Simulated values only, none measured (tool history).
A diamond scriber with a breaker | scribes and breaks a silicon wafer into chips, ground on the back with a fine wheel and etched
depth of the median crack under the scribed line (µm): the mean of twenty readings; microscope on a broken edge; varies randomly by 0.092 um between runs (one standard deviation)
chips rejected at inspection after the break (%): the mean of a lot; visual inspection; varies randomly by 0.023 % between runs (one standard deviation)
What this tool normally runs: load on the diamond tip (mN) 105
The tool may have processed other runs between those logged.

run	hour	load on the diamond tip (mN)	wafers since the last listed run	hours since the diamond tip was replaced	hours since the load on the tip was calibrated	incoming depth of the damage left on the back of the incoming wafer, um	depth of the median crack under the scribed line (µm)	chips rejected at inspection after the break (%)
1	0	122	0	208.8	437.5	0.53	9.87	0.58
# hour 26: diamond tip replaced by a new one
2	65	122	195	39	502.5	0.47	10.94	1.27
3	108.8	122	136	82.8	546.3	0.33	10.61	1.15
4	139.4	84	95	113.4	576.9	0.74	8.66	4.03
5	196.1	84	176	170.1	633.6	0.33	8.41	5.47
6	223.3	84	84	197.3	660.8	0.76	8.38	6.55
# hour 272.2: diamond tip replaced by a new one
7	285.5	105	187	13.3	723	0.58	10	0.52
8	312.2	105	82	40	749.7	0.49	10.05	0.57
9	358.6	118	144	86.4	796.1	0.61	10.38	0.8
10	399.4	105	126	127.2	836.9	0.74	9.81	0.78
11	460.7	136	190	188.5	898.2	0.71	10.77	1.43
12	518.9	81	180	246.7	956.4	0.37	7.8	10.77
# hour 525.7: diamond tip replaced by a new one
13	576.3	75	172	50.6	1013.8	0.49	8.42	5.74
14	632.1	90	173	106.4	1069.6	0.35	8.97	2.51
15	661.5	122	91	135.8	1099	0.57	10.4	0.77
16	691	93	91	165.3	1128.5	0.63	8.8	3.07
# hour 790.5: diamond tip replaced by a new one
# hour 799.6: load on the tip recalibrated
17	902.1	96	643	111.6	102.5	0.54	9.17	1.94
18	950.8	95	151	160.3	151.2	0.57	8.82	2.96
19	975.3	114	76	184.8	175.7	0.32	9.72	0.9
20	1024.8	105	153	234.3	225.2	0.47	8.94	3.21

Alternative continuations, all from the tool just after run 20; predict every row:
A	1025.3	85	1	234.8	225.7	0.35	?	?
B	1025.3	89	1	234.8	225.7	0.35	?	?
C	1025.3	128	1	234.8	225.7	0.35	?	?
D	1025.3	135	1	234.8	225.7	0.35	?	?

run	depth of the median crack under the scribed line (µm)	chips rejected at inspection after the break (%)
A	7.94	9.17
B	8.13	7.62
C	9.86	0.62
D	10.15	0.55
With the hidden condition removed and each run's random variation left untouched, the same runs would have given:
run	depth of the median crack under the scribed line (µm)	chips rejected at inspection after the break (%)
A	9.04	2.42
B	9.25	1.7
C	11.22	2.33
D	11.55	3.44
